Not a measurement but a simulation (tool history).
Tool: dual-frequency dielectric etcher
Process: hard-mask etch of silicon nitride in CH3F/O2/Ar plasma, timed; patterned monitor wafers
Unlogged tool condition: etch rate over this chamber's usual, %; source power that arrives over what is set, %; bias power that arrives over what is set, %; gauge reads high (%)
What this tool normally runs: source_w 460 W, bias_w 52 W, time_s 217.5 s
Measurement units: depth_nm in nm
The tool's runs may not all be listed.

run   hour  source_w  bias_w  time_s  wafers since the last listed run  hours since the last wet clean  hours since the last source power generator calibration  hours since the last bias power generator calibration  hours since the last upper electrode change  hours since the gauge calibration  read-back reference wafer on the same gauge, depth_nm  depth_nm
  1      0       460      52   217.5                                 0                            93.1                                                   3853.7                                                 3628.5                                       2267.4                              510.9                                                    127     136.4
  2   33.6       460      52   217.5                               247                           126.7                                                   3887.3                                                 3662.1                                         2301                              544.5                                                  126.9     135.6
  3   59.6       460      52   217.5                               191                           152.7                                                   3913.3                                                 3688.1                                         2327                              570.5                                                    127     136.1
  4   81.9       510      52   217.5                               164                             175                                                   3935.6                                                 3710.4                                       2349.3                              592.8                                                    127     142.4
  5  174.1       510      52   217.5                               678                           267.2                                                   4027.8                                                 3802.6                                       2441.5                                685                                                    127     142.1
  6  193.5       460      52   217.5                               142                           286.6                                                   4047.2                                                   3822                                       2460.9                              704.4                                                  126.9       135
     217.9  -- gauge calibrated
     218.5  -- upper electrode replaced
  7    219       460      52   217.5                                11                           312.1                                                   4072.7                                                 3847.5                                          0.5                                1.1                                                    127     134.2
  8  234.3       460      52   217.5                               112                           327.4                                                     4088                                                 3862.8                                         15.8                               16.4                                                  127.1     135.1
  9  253.5       460      52   217.5                               141                           346.6                                                   4107.2                                                   3882                                           35                               35.6                                                  127.1     134.6
 10  286.7       560      43   199.5                               244                           379.8                                                   4140.4                                                 3915.2                                         68.2                               68.8                                                    127     128.2
 11  301.4       380      52   217.5                               108                           394.5                                                   4155.1                                                 3929.9                                         82.9                               83.5                                                    127     121.3
     340.9  -- wet clean of the chamber
 12  341.4       460      52   217.5                               117                             0.5                                                   4195.1                                                 3969.9                                        122.9                              123.5                                                    127     138.4
 13  414.1       460      47     158                               534                            73.2                                                   4267.8                                                 4042.6                                        195.6                              196.2                                                    127      96.3
 14  433.9       400      43   194.5                               145                              93                                                   4287.6                                                 4062.4                                        215.4                                216                                                    127     107.6
 15  466.2       380      40     270                               237                           125.3                                                   4319.9                                                 4094.7                                        247.7                              248.3                                                    127     143.3
 16  489.4       340      64     251                               170                           148.5                                                   4343.1                                                 4117.9                                        270.9                              271.5                                                    127     144.6
 17  522.3       460      52   217.5                               242                           181.4                                                     4376                                                 4150.8                                        303.8                              304.4                                                  127.1     135.8
 18  552.1       520      44     274                               219                           211.2                                                   4405.8                                                 4180.6                                        333.6                              334.2                                                    127     172.6
     559.1  -- source power generator calibrated
 19  573.6       460      52     153                               128                           232.7                                                     14.5                                                 4202.1                                        355.1                              355.7                                                  126.9      95.4
     595.1  -- bias power generator calibrated
 20  595.6       370      42   277.5                               132                           254.7                                                     36.5                                                    0.5                                        377.1                              377.7                                                    127     144.9
 21  612.8       380      47     165                               126                           271.9                                                     53.7                                                   17.7                                        394.3                              394.9                                                    127      90.8
 22  639.6       460      52   217.5                               197                           298.7                                                     80.5                                                   44.5                                        421.1                              421.7                                                  127.1     134.9
 23    661       460      52   217.5                               157                           320.1                                                    101.9                                                   65.9                                        442.5                              443.1                                                  127.1     135.4
 24  683.7       460      52   217.5                               166                           342.8                                                    124.6                                                   88.6                                        465.2                              465.8                                                    127     135.4
 25  695.8       380      43   217.5                                89                           354.9                                                    136.7                                                  100.7                                        477.3                              477.9                                                  127.1     115.5
     725.6  -- wet clean of the chamber
 26  729.6       460      52   217.5                                72                               4                                                    170.5                                                  134.5                                        511.1                              511.7                                                  127.1     137.3
 27  753.6       460      41   217.5                               176                              28                                                    194.5                                                  158.5                                        535.1                              535.7                                                    127     127.6
 28  782.3       460      58   217.5                               211                            56.7                                                    223.2                                                  187.2                                        563.8                              564.4                                                    127     141.4
 29    807       390      52   217.5                               181                            81.4                                                    247.9                                                  211.9                                        588.5                              589.1                                                    127     126.2
       810  -- gauge calibrated
 30  835.4       550      40   217.5                               208                           109.8                                                    276.3                                                  240.3                                        616.9                               25.4                                                  127.1     138.4
 31  853.3       380      64     276                               131                           127.7                                                    294.2                                                  258.2                                        634.8                               43.3                                                  127.1     169.8

Branching from run 31: 3 alternative next runs. What would each branch give?
  A  853.8       490      52   217.5                                 3                           128.2                                                    294.7                                                  258.7                                        635.3                               43.8                                                      ?         ?
  B  853.8       460      52   185.5                                 3                           128.2                                                    294.7                                                  258.7                                        635.3                               43.8                                                      ?         ?
  C  853.8       420      41   217.5                                 3                           128.2                                                    294.7                                                  258.7                                        635.3                               43.8                                                      ?         ?

run  read-back reference wafer on the same gauge, depth_nm  depth_nm
  A                                                    127     141.6
  B                                                    127     117.2
  C                                                    127     122.5
Without the tool's unlogged condition, the same runs would have read:
run  depth_nm
  A     142.6
  B       118
  C     123.3

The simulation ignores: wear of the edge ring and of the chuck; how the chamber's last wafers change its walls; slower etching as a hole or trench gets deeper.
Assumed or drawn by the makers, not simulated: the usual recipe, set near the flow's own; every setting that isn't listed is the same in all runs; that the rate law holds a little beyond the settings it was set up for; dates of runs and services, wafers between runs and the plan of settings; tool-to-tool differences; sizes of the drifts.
